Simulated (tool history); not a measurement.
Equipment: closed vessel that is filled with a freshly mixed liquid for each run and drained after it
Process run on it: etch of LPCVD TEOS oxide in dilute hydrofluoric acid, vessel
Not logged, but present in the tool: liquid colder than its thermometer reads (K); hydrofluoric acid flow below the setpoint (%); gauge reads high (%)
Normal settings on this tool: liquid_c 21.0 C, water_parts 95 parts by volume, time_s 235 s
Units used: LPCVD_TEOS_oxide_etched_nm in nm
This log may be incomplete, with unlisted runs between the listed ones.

run    hour  liquid_c  water_parts  time_s  wafers since the last listed run  hours since the thermometer was replaced  hours since the hydrofluoric acid flow meter was replaced  hours since the gauge calibration  read-back film thickness of the LPCVD TEOS oxide reference wafer, read on the same gauge (nm)  LPCVD_TEOS_oxide_etched_nm
  1     0.0      21.0           95     235                                 0                                    1614.8                                                     1924.4                              762.8                                                                                          49.97                       45.38
  2    47.7      21.0           95     235                              3458                                    1662.5                                                     1972.1                              810.5                                                                                          50.00                       45.79
  3   117.5      21.0           95     235                              5061                                    1732.3                                                     2041.9                              880.3                                                                                          50.00                       45.30
  4   173.2      21.0           95     235                              4038                                    1788.0                                                     2097.6                              936.0                                                                                          49.99                       44.82
  5   243.5      21.0           95     235                              5097                                    1858.3                                                     2167.9                             1006.3                                                                                          50.02                       44.51
  6   306.2      21.0           95     235                              4546                                    1921.0                                                     2230.6                             1069.0                                                                                          50.00                       44.40
      338.6  -- gauge calibrated
  7   346.0      21.0           95     235                              2885                                    1960.8                                                     2270.4                                7.4                                                                                          50.01                       44.67
  8   390.4      21.0           95     155                              3219                                    2005.2                                                     2314.8                               51.8                                                                                          50.01                       29.45
      400.4  -- hydrofluoric acid flow meter replaced
  9   425.1      23.5           95     235                              2443                                    2039.9                                                       24.7                               86.5                                                                                          49.99                       51.90
 10   495.7      18.0          140     135                              5119                                    2110.5                                                       95.3                              157.1                                                                                          50.01                       15.03
      514.3  -- thermometer replaced
 11   543.2      22.5           95     130                              3371                                      28.9                                                      142.8                              204.6                                                                                          50.01                       30.20
 12   596.3      21.0           60     235                              3850                                      82.0                                                      195.9                              257.7                                                                                          50.00                       84.12
 13   631.3      21.0           50     360                              2537                                     117.0                                                      230.9                              292.7                                                                                          49.98                      155.79
 14   701.8      24.0           95     140                              5111                                     187.5                                                      301.4                              363.2                                                                                          50.01                       33.88
 15   877.7      21.0           95     235                             12754                                     363.4                                                      477.3                              539.1                                                                                          50.00                       49.95
 16  1060.2      23.0           95     360                             13233                                     545.9                                                      659.8                              721.6                                                                                          50.00                       81.53
 17  1102.8      24.0           95     140                              3088                                     588.5                                                      702.4                              764.2                                                                                          50.01                       33.19

Consider 5 possible next runs. They are alternatives, not a sequence: every one starts from the tool as it was left by run 17. What does each give?
  A  1103.5      21.0           95     235                                50                                     589.2                                                      703.1                              764.9                                                                                              ?                           ?
  B  1103.5      18.5           95     355                                50                                     589.2                                                      703.1                              764.9                                                                                              ?                           ?
  C  1103.5      18.5           80     320                                50                                     589.2                                                      703.1                              764.9                                                                                              ?                           ?
  D  1103.5      21.0           75     180                                50                                     589.2                                                      703.1                              764.9                                                                                              ?                           ?
  E  1103.5      17.0          120     330                                50                                     589.2                                                      703.1                              764.9                                                                                              ?                           ?

run  read-back film thickness of the LPCVD TEOS oxide reference wafer, read on the same gauge (nm)  LPCVD_TEOS_oxide_etched_nm
  A                                                                                          50.00                       49.11
  B                                                                                          50.00                       66.87
  C                                                                                          50.00                       72.75
  D                                                                                          50.00                       48.77
  E                                                                                          50.00                       45.02
With no hidden state in the tool, these same runs would have given:
run  LPCVD_TEOS_oxide_etched_nm
  A                       51.86
  B                       70.66
  C                       76.89
  D                       51.51
  E                       47.58
